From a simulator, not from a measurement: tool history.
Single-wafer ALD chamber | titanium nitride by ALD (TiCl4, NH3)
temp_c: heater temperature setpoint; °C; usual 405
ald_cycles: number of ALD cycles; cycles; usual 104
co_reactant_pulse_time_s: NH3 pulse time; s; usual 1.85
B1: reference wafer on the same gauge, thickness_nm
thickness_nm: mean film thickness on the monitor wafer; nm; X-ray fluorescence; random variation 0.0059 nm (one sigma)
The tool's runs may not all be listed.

run 1 hour=0.0 | temp_c=405 ald_cycles=94 co_reactant_pulse_time_s=1.85 | B1=2.110 | thickness_nm=2.123
run 2 hour=9.7 | temp_c=405 ald_cycles=94 co_reactant_pulse_time_s=1.85 | B1=2.108 | thickness_nm=2.130
run 3 hour=16.7 | temp_c=405 ald_cycles=104 co_reactant_pulse_time_s=1.85 | B1=2.110 | thickness_nm=2.351
run 4 hour=28.7 | temp_c=405 ald_cycles=104 co_reactant_pulse_time_s=1.85 | B1=2.111 | thickness_nm=2.359
run 5 hour=36.5 | temp_c=405 ald_cycles=104 co_reactant_pulse_time_s=1.85 | B1=2.109 | thickness_nm=2.370
run 6 hour=54.4 | temp_c=405 ald_cycles=104 co_reactant_pulse_time_s=1.85 | B1=2.109 | thickness_nm=2.362
run 7 hour=70.2 | temp_c=405 ald_cycles=104 co_reactant_pulse_time_s=1.85 | B1=2.110 | thickness_nm=2.341
run 8 hour=87.3 | temp_c=405 ald_cycles=104 co_reactant_pulse_time_s=1.85 | B1=2.109 | thickness_nm=2.351
-- hour=102.4 gauge calibrated
-- hour=108.3 thermocouple changed; heater temperature recalibrated
run 9 hour=108.8 | temp_c=405 ald_cycles=104 co_reactant_pulse_time_s=1.85 | B1=2.110 | thickness_nm=2.363
-- hour=118.0 showerhead replaced
run 10 hour=126.1 | temp_c=405 ald_cycles=104 co_reactant_pulse_time_s=1.85 | B1=2.111 | thickness_nm=2.349
run 11 hour=137.4 | temp_c=405 ald_cycles=104 co_reactant_pulse_time_s=1.85 | B1=2.111 | thickness_nm=2.360
run 12 hour=149.3 | temp_c=405 ald_cycles=117 co_reactant_pulse_time_s=1.85 | B1=2.111 | thickness_nm=2.635
run 13 hour=159.5 | temp_c=411 ald_cycles=99 co_reactant_pulse_time_s=2.35 | B1=2.111 | thickness_nm=2.262
run 14 hour=172.5 | temp_c=390 ald_cycles=88 co_reactant_pulse_time_s=1.64 | B1=2.109 | thickness_nm=1.956

Run 15 comes next. What will it give?
run 15 hour=190.4 | temp_c=419 ald_cycles=86 co_reactant_pulse_time_s=1.85 | B1=? | thickness_nm=?

B1: 2.112
thickness_nm: 1.959 nm
Without the tool's hidden state the same run would have given thickness_nm 1.959 nm.

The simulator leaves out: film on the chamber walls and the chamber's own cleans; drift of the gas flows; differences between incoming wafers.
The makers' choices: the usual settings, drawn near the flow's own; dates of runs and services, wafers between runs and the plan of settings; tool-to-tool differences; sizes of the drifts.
